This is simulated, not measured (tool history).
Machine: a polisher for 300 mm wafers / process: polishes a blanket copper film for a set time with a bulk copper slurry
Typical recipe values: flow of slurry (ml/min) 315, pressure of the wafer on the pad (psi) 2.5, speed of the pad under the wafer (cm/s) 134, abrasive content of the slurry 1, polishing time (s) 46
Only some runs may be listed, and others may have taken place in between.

run,hour,flow of slurry (ml/min),pressure of the wafer on the pad (psi),speed of the pad under the wafer (cm/s),abrasive content of the slurry,polishing time (s),"incoming thickness of the incoming film, nm",film removed (nm)
1,0,315,2.5,134,1.15,46,2025.2,624.9
2,9.2,315,2.5,134,1.15,46,2010.5,623.4
# hour 16.6: slurry blender recalibrated
3,24.8,315,2.5,134,1.15,46,2018.7,612.8
4,37.7,315,3,134,1,37,1976.1,555.9
5,59.4,315,3,134,1,37,1977.7,561.6
6,72.5,315,3,134,1,37,1976.4,566.9
7,79.2,315,2.5,134,0.9,46,1958.1,581.2
8,88.9,315,2.5,134,1,46,1970.3,610.5
9,97.1,315,2.5,134,1,46,2024.1,611.5
# hour 112.6: worn pad replaced by a new one
10,113,315,2.5,134,1,46,1996.9,590.2
11,123.8,315,2.5,134,1.25,46,1983.7,629.8
12,131.3,315,2.5,134,1.25,46,2034.9,636.3
13,143.1,315,2.5,134,1.25,46,2024.6,639.3
14,154.3,315,2.7,134,1,46,1988.5,636.7
15,161.5,315,2.5,134,0.85,46,2008.8,591.7
16,170.6,210,2.5,134,1,46,1976.1,567.3
17,186.5,315,2.5,134,1,46,1980.2,595.3
18,196.1,315,2.5,134,1,46,2021.7,606.2
# hour 199.3: head pressure recalibrated
19,204.5,235,2.5,134,0.8,46,2015.7,560.2
# hour 215.8: slurry blender recalibrated
20,216.3,315,2.8,134,0.9,46,1999.2,656.7
21,222.2,315,2.5,134,1,46,1995.1,612.8
22,229.4,315,2.5,134,1,46,2001.4,614.9
# hour 241.3: slurry nozzle cleaned
# hour 243.4: worn pad replaced by a new one
23,252,315,2.5,134,1,46,2007,614.8
24,260.3,315,2,166,0.75,60,2004.7,764.6
25,273.4,315,2.5,134,1.15,46,1982.5,611.5
26,282.1,315,2.5,134,1,46,1964.7,614.5
27,289.6,275,2.5,92,1,46,2031.8,407.6
28,304.6,375,3.2,134,1,46,1995.6,753.8
29,314.6,315,2.5,172,1,46,2005.7,778.2
30,328.1,420,2.5,134,1,34,2024.8,460.3
31,337.3,315,2.5,134,1.25,41,2032.8,564.3

Forecast each of these 4 alternatives for the next run:
A,337.7,315,2.5,108,1,46,1998.5,?
B,337.7,315,2.5,166,1.2,39,1998.5,?
C,337.7,315,2.1,134,1.15,46,1998.5,?
D,337.7,270,1.8,110,1,32,1998.5,?

run,film removed (nm)
A,494.1
B,667
C,555.7
D,273.6
The same runs, with their run-to-run variation unchanged, on a tool lacking any hidden condition would have given:
run,film removed (nm)
A,494.1
B,667
C,555.7
D,273.6

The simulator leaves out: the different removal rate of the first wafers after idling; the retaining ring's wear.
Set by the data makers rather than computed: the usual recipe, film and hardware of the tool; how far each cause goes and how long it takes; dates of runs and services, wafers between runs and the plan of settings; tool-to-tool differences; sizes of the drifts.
